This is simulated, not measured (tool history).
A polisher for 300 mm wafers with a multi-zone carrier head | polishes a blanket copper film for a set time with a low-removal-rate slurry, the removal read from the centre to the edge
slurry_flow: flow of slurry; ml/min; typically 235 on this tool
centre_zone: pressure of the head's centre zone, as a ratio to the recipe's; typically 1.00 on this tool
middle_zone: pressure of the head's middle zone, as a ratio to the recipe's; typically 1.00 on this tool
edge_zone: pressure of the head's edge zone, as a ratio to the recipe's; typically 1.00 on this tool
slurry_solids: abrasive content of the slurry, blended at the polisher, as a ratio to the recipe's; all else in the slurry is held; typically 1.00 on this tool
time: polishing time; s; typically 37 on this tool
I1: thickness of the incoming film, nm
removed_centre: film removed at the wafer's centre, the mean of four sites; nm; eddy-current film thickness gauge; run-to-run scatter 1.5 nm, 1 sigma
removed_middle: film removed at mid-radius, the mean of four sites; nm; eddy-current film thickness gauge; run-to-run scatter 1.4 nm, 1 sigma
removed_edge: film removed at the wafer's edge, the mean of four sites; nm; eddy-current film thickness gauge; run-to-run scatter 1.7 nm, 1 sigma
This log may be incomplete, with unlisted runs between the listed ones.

Run 1, day 0.000: usual settings but time 30 s; I1 1533.4. Result: removed_centre 95.3 nm, removed_middle 95.0 nm, removed_edge 98.2 nm.
At day 0.258: edge zone pressure recalibrated.
Run 2, day 0.933: usual settings but time 30 s; I1 1521.5. Result: removed_centre 95.8 nm, removed_middle 94.7 nm, removed_edge 96.3 nm.
Run 3, day 1.979: usual settings but edge_zone 0.95, slurry_solids 0.90; I1 1549.3. Result: removed_centre 111.2 nm, removed_middle 114.0 nm, removed_edge 112.3 nm.
Run 4, day 2.679: usual settings but slurry_flow 210 ml/min, slurry_solids 0.85; I1 1538.2. Result: removed_centre 107.6 nm, removed_middle 109.5 nm, removed_edge 109.4 nm.
At day 3.558: carrier head's membrane replaced by a new one.
Run 5, day 3.579: usual settings but slurry_flow 295 ml/min, slurry_solids 0.75; I1 1513.5. Result: removed_centre 112.4 nm, removed_middle 112.0 nm, removed_edge 109.9 nm.
Run 6, day 4.442: usual settings but centre_zone 1.07, time 30 s; I1 1497.4. Result: removed_centre 98.4 nm, removed_middle 90.4 nm, removed_edge 93.8 nm.
Run 7, day 5.129: usual settings but middle_zone 1.11, slurry_solids 1.10, time 33 s; I1 1508.5. Result: removed_centre 101.9 nm, removed_middle 111.6 nm, removed_edge 102.5 nm.
At day 5.804: slurry nozzle cleaned.
Run 8, day 6.104: usual settings but centre_zone 1.12, middle_zone 0.92, edge_zone 0.95, time 33 s; I1 1517.9. Result: removed_centre 126.6 nm, removed_middle 104.4 nm, removed_edge 107.9 nm.
Run 9, day 7.804: usual settings but centre_zone 1.12, slurry_solids 1.10, time 25 s; I1 1524.6. Result: removed_centre 95.5 nm, removed_middle 87.0 nm, removed_edge 84.4 nm.
At day 8.204: worn pad replaced by a new one.
Run 10, day 8.979: usual settings but time 30 s; I1 1519.8. Result: removed_centre 102.4 nm, removed_middle 102.0 nm, removed_edge 101.3 nm.
Run 11, day 10.133: usual settings but slurry_flow 205 ml/min, centre_zone 1.08, slurry_solids 1.30, time 48 s; I1 1527.4. Result: removed_centre 188.5 nm, removed_middle 171.4 nm, removed_edge 169.8 nm.
Run 12, day 13.325: usual settings; I1 1498.3. Result: removed_centre 124.7 nm, removed_middle 124.0 nm, removed_edge 125.5 nm.
Run 13, day 14.775: usual settings but edge_zone 0.91, slurry_solids 1.25; I1 1519.7. Result: removed_centre 134.4 nm, removed_middle 130.9 nm, removed_edge 125.1 nm.
Run 14, day 15.838: usual settings but centre_zone 1.05; I1 1526.4. Result: removed_centre 134.8 nm, removed_middle 124.5 nm, removed_edge 125.0 nm.
Run 15, day 17.200: usual settings; I1 1501.2. Result: removed_centre 124.1 nm, removed_middle 123.9 nm, removed_edge 121.8 nm.
At day 17.421: worn pad replaced by a new one.
Run 16, day 17.838: usual settings but centre_zone 1.11, middle_zone 1.08; I1 1532.6. Result: removed_centre 137.3 nm, removed_middle 129.8 nm, removed_edge 121.6 nm.
Run 17, day 19.262: usual settings but middle_zone 1.06; I1 1501.3. Result: removed_centre 126.0 nm, removed_middle 127.7 nm, removed_edge 122.7 nm.
Run 18, day 20.479: usual settings but centre_zone 1.12, slurry_solids 1.10, time 25 s; I1 1510.7. Result: removed_centre 95.6 nm, removed_middle 85.3 nm, removed_edge 85.1 nm.
Run 19, day 21.283: usual settings; I1 1531.4. Result: removed_centre 122.8 nm, removed_middle 125.0 nm, removed_edge 122.1 nm.
At day 22.350: centre zone pressure recalibrated.
Run 20, day 22.596: usual settings but centre_zone 1.07, edge_zone 1.10, slurry_solids 1.20, time 44 s; I1 1512.7. Result: removed_centre 164.6 nm, removed_middle 150.2 nm, removed_edge 158.6 nm.
Run 21, day 23.842: usual settings but time 24 s; I1 1524.0. Result: removed_centre 77.9 nm, removed_middle 78.1 nm, removed_edge 77.5 nm.

Each row is a separate what-if for the run after 21, all from the same tool condition, not one after another. Results?
Run A, day 23.858: usual settings; I1 1509.5. Result: removed_centre ?, removed_middle ?, removed_edge ?.
Run B, day 23.858: usual settings but middle_zone 0.91; I1 1509.5. Result: removed_centre ?, removed_middle ?, removed_edge ?.
Run C, day 23.858: usual settings but centre_zone 1.04, edge_zone 1.06, slurry_solids 1.10, time 47 s; I1 1509.5. Result: removed_centre ?, removed_middle ?, removed_edge ?.
Run D, day 23.858: usual settings but middle_zone 0.94, slurry_solids 0.75; I1 1509.5. Result: removed_centre ?, removed_middle ?, removed_edge ?.

run  removed_centre  removed_middle  removed_edge
  A           122.3           122.7         118.7
  B           122.3           113.4         118.9
  C           165.6           159.7         158.9
  D           113.5           108.2         110.3
With the hidden condition removed and each run's random variation left untouched, the same runs would have given:
run  removed_centre  removed_middle  removed_edge
  A           127.7           127.6         122.2
  B           127.7           117.9         122.3
  C           173.0           166.0         163.5
  D           118.5           112.5         113.5
